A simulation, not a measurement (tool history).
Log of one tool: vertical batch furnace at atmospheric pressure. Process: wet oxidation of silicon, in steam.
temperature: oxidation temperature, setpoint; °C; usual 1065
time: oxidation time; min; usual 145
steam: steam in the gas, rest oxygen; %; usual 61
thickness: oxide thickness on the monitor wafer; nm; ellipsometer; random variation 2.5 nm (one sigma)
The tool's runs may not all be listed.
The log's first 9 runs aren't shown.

| run | day | temperature | time | steam | read-back reference wafer on the same gauge, thickness | thickness |
|---|---|---|---|---|---|---|
| 10 | 7.05 | 1065 | 145 | 61 | 587 | 689.85 |
|  | 7.579 | gauge calibrated |
|  | 8.083 | steam generator serviced |
| 11 | 8.125 | 1065 | 145 | 56 | 587.07 | 640.93 |
| 12 | 9.067 | 1065 | 145 | 56 | 586.88 | 634.82 |
| 13 | 9.612 | 1065 | 145 | 56 | 586.89 | 631.33 |
| 14 | 10.633 | 1065 | 145 | 61 | 587.47 | 670.59 |
|  | 11.892 | steam generator serviced, repeated, since the last time left the tool worse |
| 15 | 11.912 | 1065 | 145 | 61 | 587.77 | 709.8 |
| 16 | 12.538 | 1059 | 145 | 61 | 587.29 | 691.91 |
| 17 | 13.021 | 1065 | 145 | 61 | 586.49 | 710 |
| 18 | 13.808 | 1078 | 168.5 | 72 | 586.88 | 900.68 |
| 19 | 14.558 | 1086 | 211 | 52 | 586.97 | 866.95 |
| 20 | 15.562 | 1065 | 124.5 | 69 | 587.38 | 697.27 |
| 21 | 16.154 | 1065 | 145 | 61 | 586.92 | 706.09 |
| 22 | 16.908 | 1057 | 177.5 | 51 | 587.35 | 689.7 |
|  | 18.008 | thermocouples replaced and temperature profile calibrated |
| 23 | 18.029 | 1088 | 169.5 | 61 | 586.14 | 850.77 |
| 24 | 18.3 | 1052 | 87.5 | 66 | 587.2 | 524.01 |
| 25 | 18.621 | 1049 | 145 | 52 | 587.33 | 600.42 |
| 26 | 19.329 | 1074 | 86.5 | 50 | 587.14 | 490.01 |
| 27 | 19.867 | 1047 | 196 | 54 | 587.1 | 727.16 |
| 28 | 20.396 | 1065 | 145 | 61 | 586.82 | 709.37 |
| 29 | 21.279 | 1065 | 100.5 | 61 | 587.62 | 570.15 |
| 30 | 22.033 | 1065 | 145 | 61 | 586.93 | 709.71 |
| 31 | 23.054 | 1065 | 198 | 69 | 587.36 | 909.41 |
| 32 | 23.746 | 1074 | 90.5 | 61 | 586.84 | 563.57 |
| 33 | 24.3 | 1065 | 145 | 57 | 587.07 | 680.61 |
| 34 | 24.996 | 1065 | 145 | 61 | 586.48 | 710.66 |

Forecast run 35:
| 35 | 25.729 | 1065 | 84.5 | 61 | ? | ? |

Run 35 gave read-back reference wafer on the same gauge, thickness 586.78, thickness 518.86 nm.
Without the tool's hidden state the same run would have given thickness 520.95 nm.
